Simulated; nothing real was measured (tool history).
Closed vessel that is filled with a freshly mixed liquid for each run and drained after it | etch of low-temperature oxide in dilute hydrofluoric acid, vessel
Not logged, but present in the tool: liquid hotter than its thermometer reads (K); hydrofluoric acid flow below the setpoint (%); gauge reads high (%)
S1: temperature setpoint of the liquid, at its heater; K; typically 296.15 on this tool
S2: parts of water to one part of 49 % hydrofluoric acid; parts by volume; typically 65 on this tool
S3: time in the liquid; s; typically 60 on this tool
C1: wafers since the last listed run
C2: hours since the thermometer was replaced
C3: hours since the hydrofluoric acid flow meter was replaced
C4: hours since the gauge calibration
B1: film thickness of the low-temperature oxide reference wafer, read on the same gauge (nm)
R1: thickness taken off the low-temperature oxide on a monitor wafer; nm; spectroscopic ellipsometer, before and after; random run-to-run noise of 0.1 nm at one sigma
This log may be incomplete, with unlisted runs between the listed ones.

run   hour      S1  S2  S3    C1      C2     C3     C4     B1     R1
  1    0.0  299.15  65  60     0  1883.7  220.1  111.0  49.99  40.27
  2   29.7  296.15  65  60  1885  1913.4  249.8  140.7  50.00  35.43
  3   67.9  296.15  65  60  2425  1951.6  288.0  178.9  50.01  35.42
  4  135.1  296.15  65  60  4266  2018.8  355.2  246.1  50.00  35.46
  5  175.9  296.15  65  40  2590  2059.6  396.0  286.9  49.99  23.66
  6  243.5  296.15  65  60  4291  2127.2  463.6  354.5  50.02  35.62
  7  299.0  296.15  65  60  3523  2182.7  519.1  410.0  50.00  35.70
  8  351.2  294.65  65  60  3314  2234.9  571.3  462.2  49.97  33.59
  9  418.5  294.65  65  60  4272  2302.2  638.6  529.5  49.98  33.56
 10  482.9  296.15  65  60  4088  2366.6  703.0  593.9  49.99  35.61
 11  544.4  298.65  85  75  3904  2428.1  764.5  655.4  49.96  36.57
 12  574.7  296.15  95  40  1923  2458.4  794.8  685.7  50.00  15.69
     579.1  -- gauge calibrated
 13  622.2  299.65  45  80  3015  2505.9  842.3   43.1  50.00  81.39
 14  679.6  296.15  65  60  3644  2563.3  899.7  100.5  50.03  35.68
     706.8  -- hydrofluoric acid flow meter replaced
     723.2  -- thermometer replaced
 15  732.4  299.15  65  60  3225     9.2   25.6  153.3  50.02  37.88
 16  791.3  292.65  75  90  3739    68.1   84.5  212.2  49.98  37.26
 17  827.2  296.15  65  60  2279   104.0  120.4  248.1  49.97  33.35
 18  892.6  296.15  85  60  4152   169.4  185.8  313.5  49.95  25.03
 19  940.2  296.15  75  60  3022   217.0  233.4  361.1  49.98  28.84

Selected run-to-run steps in R1, each split into two signed amounts: the part the tool would show with no hidden state at all (from settings, incoming material and random variation), and the remainder, which goes to the hidden state together with any gauge scatter not common to the measured and the hidden-state-free results:
Run 12 -> 13: S1 296.15 -> 299.65, S2 95 -> 45, S3 40 -> 80, gauge calibrated. R1 +65.70 nm: hidden state +4.60, all else +61.10.

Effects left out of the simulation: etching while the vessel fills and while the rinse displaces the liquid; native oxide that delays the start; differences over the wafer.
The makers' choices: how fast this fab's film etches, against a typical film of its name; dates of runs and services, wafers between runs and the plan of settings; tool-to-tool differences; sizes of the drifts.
